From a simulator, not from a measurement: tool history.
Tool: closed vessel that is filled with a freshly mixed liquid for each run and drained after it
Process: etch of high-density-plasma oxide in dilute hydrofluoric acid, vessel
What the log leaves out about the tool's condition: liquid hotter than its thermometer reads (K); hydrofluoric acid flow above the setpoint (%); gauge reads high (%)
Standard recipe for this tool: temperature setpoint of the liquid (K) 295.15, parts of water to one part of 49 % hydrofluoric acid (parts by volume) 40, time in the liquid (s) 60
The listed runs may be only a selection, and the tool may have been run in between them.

run	hour	temperature setpoint of the liquid (K)	parts of water to one part of 49 % hydrofluoric acid (parts by volume)	time in the liquid (s)	wafers since the last listed run	hours since the thermometer was replaced	hours since the hydrofluoric acid flow meter was replaced	hours since the gauge calibration	read-back film thickness of the high-density-plasma oxide reference wafer, read on the same gauge (nm)	thickness taken off the high-density-plasma oxide on a monitor wafer (angstrom)
1	0	295.15	40	60	0	659.9	902.7	203.6	100.01	79.1
# hour 55.9: hydrofluoric acid flow meter replaced
2	92	295.15	40	60	12675	751.9	36.1	295.6	99.98	75.9
3	148	295.15	40	60	7800	807.9	92.1	351.6	100	76.8
4	412.2	297.15	35	60	36801	1072.1	356.3	615.8	99.97	96.7
5	485.2	297.15	35	60	10168	1145.1	429.3	688.8	100.01	97.2
6	585.8	295.15	40	60	14013	1245.7	529.9	789.4	100.04	77.9
7	649.8	295.15	40	60	8914	1309.7	593.9	853.4	100.01	78.3
8	710	295.15	40	50	8385	1369.9	654.1	913.6	100	65.3
9	752.9	295.15	40	50	5975	1412.8	697	956.5	100.01	65.3
10	849.1	295.15	40	60	13400	1509	793.2	1052.7	99.98	79.1
11	894.7	293.65	40	30	6351	1554.6	838.8	1098.3	100.01	37
12	938.5	293.65	50	30	6101	1598.4	882.6	1142.1	100.03	29.5
13	1027.7	295.15	40	60	12425	1687.6	971.8	1231.3	99.99	79.4
# hour 1061.5: thermometer replaced
# hour 1081.4: hydrofluoric acid flow meter replaced
14	1090.5	295.15	40	95	8469	29	9.1	1294.1	100.01	120.1
# hour 1118.8: gauge calibrated
15	1132.9	295.15	55	60	5906	71.4	51.5	14.1	99.97	54.2
16	1236.3	296.65	50	50	14403	174.8	154.9	117.5	100	53.5
17	1288.2	291.65	30	30	7229	226.7	206.8	169.4	99.98	44.7
18	1338.6	295.15	45	50	7020	277.1	257.2	219.8	99.98	57
19	1440.6	298.65	25	35	14208	379.1	359.2	321.8	100	85.1
20	1535.3	295.15	40	60	13191	473.8	453.9	416.5	99.96	78

Predict each of these 3 candidate next runs independently; none follows another, all start after run 20:
A	1536	295.15	40	60	97	474.5	454.6	417.2	?	?
B	1536	295.15	20	60	97	474.5	454.6	417.2	?	?
C	1536	299.65	50	50	97	474.5	454.6	417.2	?	?

run	read-back film thickness of the high-density-plasma oxide reference wafer, read on the same gauge (nm)	thickness taken off the high-density-plasma oxide on a monitor wafer (angstrom)
A	99.99	77.7
B	99.99	159.4
C	99.99	61.6
With no hidden state in the tool, these same runs would have given:
run	thickness taken off the high-density-plasma oxide on a monitor wafer (angstrom)
A	76.1
B	156
C	60.2
